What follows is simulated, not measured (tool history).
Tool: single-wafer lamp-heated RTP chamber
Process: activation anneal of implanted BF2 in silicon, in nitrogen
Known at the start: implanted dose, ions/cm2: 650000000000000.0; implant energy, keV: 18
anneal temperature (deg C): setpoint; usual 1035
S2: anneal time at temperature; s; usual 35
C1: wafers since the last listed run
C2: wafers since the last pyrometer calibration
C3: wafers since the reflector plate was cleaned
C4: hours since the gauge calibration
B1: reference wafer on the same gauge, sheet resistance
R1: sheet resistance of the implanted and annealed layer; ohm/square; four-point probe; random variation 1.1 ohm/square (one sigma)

{"run": 1, "day": 0.0, "anneal temperature (deg C)": 1035, "S2": 35, "C1": 0, "C2": 3620, "C3": 1361, "C4": 153.5, "B1": 189.69, "R1": 204.26}
{"day": 1.696, "done": "pyrometer window cleaned and pyrometer calibrated"}
{"run": 2, "day": 2.992, "anneal temperature (deg C)": 1035, "S2": 35, "C1": 675, "C2": 329, "C3": 2036, "C4": 225.3, "B1": 189.96, "R1": 205.85}
{"run": 3, "day": 5.254, "anneal temperature (deg C)": 1035, "S2": 35, "C1": 574, "C2": 903, "C3": 2611, "C4": 279.6, "B1": 189.57, "R1": 205.29}
{"run": 4, "day": 8.321, "anneal temperature (deg C)": 1045, "S2": 35, "C1": 779, "C2": 1682, "C3": 3390, "C4": 353.2, "B1": 190.53, "R1": 199.77}
{"run": 5, "day": 12.621, "anneal temperature (deg C)": 1045, "S2": 35, "C1": 1092, "C2": 2775, "C3": 4483, "C4": 456.4, "B1": 190.01, "R1": 201.04}
{"run": 6, "day": 15.346, "anneal temperature (deg C)": 1045, "S2": 35, "C1": 692, "C2": 3467, "C3": 5175, "C4": 521.8, "B1": 189.95, "R1": 202.06}
{"day": 18.817, "done": "pyrometer window cleaned and pyrometer calibrated"}
{"run": 7, "day": 20.025, "anneal temperature (deg C)": 1035, "S2": 35, "C1": 1103, "C2": 306, "C3": 6279, "C4": 634.1, "B1": 190.25, "R1": 205.86}
{"run": 8, "day": 29.892, "anneal temperature (deg C)": 1023, "S2": 45, "C1": 2506, "C2": 2813, "C3": 8785, "C4": 870.9, "B1": 189.73, "R1": 204.96}
{"day": 31.954, "done": "reflector plate cleaned"}
{"run": 9, "day": 33.046, "anneal temperature (deg C)": 1045, "S2": 35, "C1": 716, "C2": 3529, "C3": 276, "C4": 946.6, "B1": 189.75, "R1": 200.2}
{"day": 34.262, "done": "pyrometer window cleaned and pyrometer calibrated"}
{"day": 34.433, "done": "gauge calibrated"}
{"run": 10, "day": 36.912, "anneal temperature (deg C)": 1023, "S2": 52, "C1": 897, "C2": 673, "C3": 1174, "C4": 59.5, "B1": 189.99, "R1": 200.37}
{"run": 11, "day": 40.658, "anneal temperature (deg C)": 1051, "S2": 35, "C1": 951, "C2": 1624, "C3": 2125, "C4": 149.4, "B1": 189.66, "R1": 195.95}
{"day": 41.488, "done": "reflector plate cleaned, repeated, since the last time left the tool worse"}
{"run": 12, "day": 42.812, "anneal temperature (deg C)": 1035, "S2": 35, "C1": 462, "C2": 2087, "C3": 336, "C4": 201.1, "B1": 190.12, "R1": 206.38}
{"run": 13, "day": 47.142, "anneal temperature (deg C)": 1009, "S2": 26, "C1": 1099, "C2": 3186, "C3": 1436, "C4": 305, "B1": 190.68, "R1": 226.49}
{"day": 49.425, "done": "pyrometer window cleaned and pyrometer calibrated"}
{"run": 14, "day": 49.446, "anneal temperature (deg C)": 1061, "S2": 21, "C1": 500, "C2": 5, "C3": 1936, "C4": 360.3, "B1": 190.47, "R1": 201.47}

Measured less the same run without the tool's hidden state. The same run-to-run variation is in both; the gauge's scatter may not be:
The hidden state here: true wafer temperature minus pyrometer reading, K; wafer temperature error from the tarnished reflector plate, K; gauge reads high (%).
run=1 R1=-0.76
run=2 R1=-0.95
run=3 R1=-1.07
run=4 R1=-1.05
run=5 R1=-1.27
run=6 R1=-1.41
run=7 R1=-1.93
run=8 R1=-2.92
run=9 R1=-3.58
run=10 R1=-4.93
run=11 R1=-3.55
run=12 R1=-0.26
run=13 R1=-0.86
run=14 R1=-0.49

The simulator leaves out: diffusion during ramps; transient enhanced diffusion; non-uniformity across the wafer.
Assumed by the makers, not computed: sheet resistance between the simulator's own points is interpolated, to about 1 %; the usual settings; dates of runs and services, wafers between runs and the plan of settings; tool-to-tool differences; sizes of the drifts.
